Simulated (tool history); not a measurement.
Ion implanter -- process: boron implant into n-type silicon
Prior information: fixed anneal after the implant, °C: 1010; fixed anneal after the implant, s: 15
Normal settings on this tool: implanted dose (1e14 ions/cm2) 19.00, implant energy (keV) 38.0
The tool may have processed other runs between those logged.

run,hour,implanted dose (1e14 ions/cm2),implant energy (keV),"read-back reference wafer on the same gauge, sheet resistance",sheet resistance of the implanted and annealed layer (ohm/square)
1,0.0,17.16,33.0,57.51,75.34
2,9.6,19.00,38.0,57.50,68.69
3,16.3,19.00,38.0,57.50,68.76
4,23.6,19.00,38.0,57.50,68.91
5,31.3,19.00,38.0,57.51,68.81
6,47.4,17.25,38.0,57.51,73.99
7,59.0,17.25,38.0,57.51,73.70
8,69.3,17.25,38.0,57.49,73.67
9,78.8,14.73,42.5,57.49,82.67
10,90.1,17.66,38.0,57.49,72.39
11,98.0,20.83,31.0,57.51,66.54
12,110.0,21.07,38.0,57.50,63.80
# hour 161.6: extraction supply calibrated
13,162.7,19.00,38.0,57.50,68.89
14,179.9,19.00,38.0,57.51,68.70
15,190.3,19.00,38.0,57.51,68.78
16,202.8,19.00,38.0,57.48,68.85
17,224.6,19.00,46.0,57.50,67.15
18,238.5,19.00,46.0,57.51,67.07
19,245.3,21.27,33.0,57.49,64.82
20,252.3,21.50,38.0,57.49,63.02

Forecast run 21:
21,270.0,23.64,50.0,?,?

Run 21 produced read-back reference wafer on the same gauge, sheet resistance 57.48, sheet resistance of the implanted and annealed layer (ohm/square) 56.78.
On a tool with no hidden condition, and with the same random variation, this run would have come out at sheet resistance of the implanted and annealed layer (ohm/square) 58.35.

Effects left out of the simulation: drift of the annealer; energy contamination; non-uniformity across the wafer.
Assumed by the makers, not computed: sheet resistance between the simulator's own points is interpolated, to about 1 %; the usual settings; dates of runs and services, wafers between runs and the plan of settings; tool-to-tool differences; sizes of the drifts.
